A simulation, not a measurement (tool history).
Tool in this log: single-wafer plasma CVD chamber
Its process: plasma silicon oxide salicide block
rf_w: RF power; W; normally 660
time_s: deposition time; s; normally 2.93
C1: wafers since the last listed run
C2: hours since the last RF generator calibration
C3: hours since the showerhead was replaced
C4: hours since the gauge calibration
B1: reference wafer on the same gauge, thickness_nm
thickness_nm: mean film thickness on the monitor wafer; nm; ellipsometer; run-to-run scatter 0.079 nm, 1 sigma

Run 1, hour 0.0: usual settings; C1 0; C2 646.5; C3 1660.3; C4 1026.8; B1 39.537. Result: thickness_nm 33.138 nm.
Run 2, hour 64.1: usual settings; C1 2300; C2 710.6; C3 1724.4; C4 1090.9; B1 39.502. Result: thickness_nm 33.176 nm.
Run 3, hour 126.8: usual settings but rf_w 755 W; C1 2249; C2 773.3; C3 1787.1; C4 1153.6; B1 39.492. Result: thickness_nm 34.883 nm.
Run 4, hour 155.0: usual settings but rf_w 755 W; C1 1011; C2 801.5; C3 1815.3; C4 1181.8; B1 39.510. Result: thickness_nm 34.790 nm.
Run 5, hour 188.6: usual settings but rf_w 600 W; C1 1205; C2 835.1; C3 1848.9; C4 1215.4; B1 39.484. Result: thickness_nm 31.872 nm.
Run 6, hour 245.9: usual settings but rf_w 615 W; C1 2056; C2 892.4; C3 1906.2; C4 1272.7; B1 39.490. Result: thickness_nm 32.205 nm.
Run 7, hour 289.6: usual settings but rf_w 615 W; C1 1568; C2 936.1; C3 1949.9; C4 1316.4; B1 39.547. Result: thickness_nm 32.197 nm.
Run 8, hour 328.7: usual settings but rf_w 615 W; C1 1402; C2 975.2; C3 1989.0; C4 1355.5; B1 39.485. Result: thickness_nm 32.117 nm.
Run 9, hour 363.2: usual settings; C1 1237; C2 1009.7; C3 2023.5; C4 1390.0; B1 39.527. Result: thickness_nm 33.017 nm.
Run 10, hour 417.2: usual settings; C1 1937; C2 1063.7; C3 2077.5; C4 1444.0; B1 39.496. Result: thickness_nm 33.100 nm.
Run 11, hour 471.3: usual settings but time_s 2.62 s; C1 1941; C2 1117.8; C3 2131.6; C4 1498.1; B1 39.477. Result: thickness_nm 29.440 nm.
Run 12, hour 538.0: usual settings but rf_w 570 W, time_s 2.63 s; C1 2393; C2 1184.5; C3 2198.3; C4 1564.8; B1 39.492. Result: thickness_nm 27.929 nm.
Run 13, hour 609.4: usual settings but rf_w 570 W, time_s 2.63 s; C1 2561; C2 1255.9; C3 2269.7; C4 1636.2; B1 39.511. Result: thickness_nm 27.887 nm.
Run 14, hour 679.7: usual settings but rf_w 570 W, time_s 2.63 s; C1 2522; C2 1326.2; C3 2340.0; C4 1706.5; B1 39.511. Result: thickness_nm 27.841 nm.
Run 15, hour 725.2: usual settings; C1 1632; C2 1371.7; C3 2385.5; C4 1752.0; B1 39.493. Result: thickness_nm 33.027 nm.
Run 16, hour 844.8: usual settings but time_s 2.72 s; C1 4291; C2 1491.3; C3 2505.1; C4 1871.6; B1 39.463. Result: thickness_nm 30.378 nm.
Run 17, hour 895.0: usual settings but time_s 2.72 s; C1 1801; C2 1541.5; C3 2555.3; C4 1921.8; B1 39.488. Result: thickness_nm 30.257 nm.
Run 18, hour 957.4: usual settings but time_s 2.72 s; C1 2239; C2 1603.9; C3 2617.7; C4 1984.2; B1 39.530. Result: thickness_nm 30.217 nm.
Run 19, hour 1012.5: usual settings; C1 1977; C2 1659.0; C3 2672.8; C4 2039.3; B1 39.548. Result: thickness_nm 32.566 nm.
Run 20, hour 1060.4: usual settings but rf_w 690 W; C1 1718; C2 1706.9; C3 2720.7; C4 2087.2; B1 39.486. Result: thickness_nm 33.126 nm.
Run 21, hour 1089.3: usual settings but rf_w 690 W; C1 1036; C2 1735.8; C3 2749.6; C4 2116.1; B1 39.514. Result: thickness_nm 33.094 nm.
At hour 1127.5: showerhead replaced.
Run 22, hour 1128.0: usual settings but rf_w 700 W, time_s 3.43 s; C1 1101; C2 1774.5; C3 0.5; C4 2154.8; B1 39.528. Result: thickness_nm 38.938 nm.
Run 23, hour 1168.1: usual settings but rf_w 765 W, time_s 2.76 s; C1 1438; C2 1814.6; C3 40.6; C4 2194.9; B1 39.488. Result: thickness_nm 32.403 nm.
Run 24, hour 1230.3: usual settings but rf_w 600 W, time_s 3.23 s; C1 2231; C2 1876.8; C3 102.8; C4 2257.1; B1 39.534. Result: thickness_nm 34.396 nm.
At hour 1255.8: gauge calibrated.
Run 25, hour 1258.9: usual settings but rf_w 775 W, time_s 2.77 s; C1 1026; C2 1905.4; C3 131.4; C4 3.1; B1 39.500. Result: thickness_nm 32.550 nm.
Run 26, hour 1300.7: usual settings; C1 1499; C2 1947.2; C3 173.2; C4 44.9; B1 39.498. Result: thickness_nm 32.339 nm.
Run 27, hour 1359.5: usual settings but rf_w 770 W; C1 2109; C2 2006.0; C3 232.0; C4 103.7; B1 39.454. Result: thickness_nm 34.212 nm.
Run 28, hour 1392.8: usual settings but rf_w 625 W, time_s 2.47 s; C1 1194; C2 2039.3; C3 265.3; C4 137.0; B1 39.485. Result: thickness_nm 26.692 nm.
Run 29, hour 1458.7: usual settings but time_s 2.35 s; C1 2364; C2 2105.2; C3 331.2; C4 202.9; B1 39.497. Result: thickness_nm 25.756 nm.
Run 30, hour 1512.6: usual settings but rf_w 725 W, time_s 2.41 s; C1 1934; C2 2159.1; C3 385.1; C4 256.8; B1 39.503. Result: thickness_nm 27.326 nm.
Run 31, hour 1556.8: usual settings but rf_w 715 W, time_s 2.42 s; C1 1585; C2 2203.3; C3 429.3; C4 301.0; B1 39.544. Result: thickness_nm 27.257 nm.
At hour 1571.8: RF generator calibrated.
Run 32, hour 1581.3: usual settings but rf_w 695 W, time_s 3.36 s; C1 592; C2 9.5; C3 453.8; C4 325.5; B1 39.533. Result: thickness_nm 39.080 nm.
Run 33, hour 1635.2: usual settings but rf_w 755 W, time_s 3.12 s; C1 1934; C2 63.4; C3 507.7; C4 379.4; B1 39.484. Result: thickness_nm 37.650 nm.
Run 34, hour 1681.5: usual settings; C1 1661; C2 109.7; C3 554.0; C4 425.7; B1 39.451. Result: thickness_nm 33.567 nm.
Run 35, hour 1744.5: usual settings but time_s 2.58 s; C1 2260; C2 172.7; C3 617.0; C4 488.7; B1 39.515. Result: thickness_nm 29.460 nm.
Run 36, hour 1775.4: usual settings but rf_w 605 W; C1 1108; C2 203.6; C3 647.9; C4 519.6; B1 39.542. Result: thickness_nm 32.384 nm.
Run 37, hour 1815.1: usual settings but time_s 3.25 s; C1 1424; C2 243.3; C3 687.6; C4 559.3; B1 39.533. Result: thickness_nm 37.101 nm.
Run 38, hour 1870.4: usual settings; C1 1984; C2 298.6; C3 742.9; C4 614.6; B1 39.480. Result: thickness_nm 33.426 nm.
Run 39, hour 1910.4: usual settings but rf_w 585 W, time_s 2.54 s; C1 1435; C2 338.6; C3 782.9; C4 654.6; B1 39.515. Result: thickness_nm 27.553 nm.
Run 40, hour 1937.9: usual settings but rf_w 735 W, time_s 3.21 s; C1 986; C2 366.1; C3 810.4; C4 682.1; B1 39.537. Result: thickness_nm 38.109 nm.
Run 41, hour 2008.6: usual settings but rf_w 605 W, time_s 3.35 s; C1 2536; C2 436.8; C3 881.1; C4 752.8; B1 39.514. Result: thickness_nm 36.914 nm.
Run 42, hour 2036.3: usual settings; C1 993; C2 464.5; C3 908.8; C4 780.5; B1 39.504. Result: thickness_nm 33.440 nm.

3 ways to go on from here, each from the tool as it stands after run 42. What would each give?
Run A, hour 2036.7: usual settings but time_s 2.67 s; C1 14; C2 464.9; C3 909.2; C4 780.9; B1 ?. Result: thickness_nm ?.
Run B, hour 2036.7: usual settings but time_s 3.08 s; C1 14; C2 464.9; C3 909.2; C4 780.9; B1 ?. Result: thickness_nm ?.
Run C, hour 2036.7: usual settings but rf_w 725 W, time_s 3.34 s; C1 14; C2 464.9; C3 909.2; C4 780.9; B1 ?. Result: thickness_nm ?.

run      B1  thickness_nm
  A  39.517        30.525
  B  39.517        35.213
  C  39.517        39.593
With no hidden state in the tool, these same runs would have given:
run  thickness_nm
  A        30.680
  B        35.392
  C        39.795

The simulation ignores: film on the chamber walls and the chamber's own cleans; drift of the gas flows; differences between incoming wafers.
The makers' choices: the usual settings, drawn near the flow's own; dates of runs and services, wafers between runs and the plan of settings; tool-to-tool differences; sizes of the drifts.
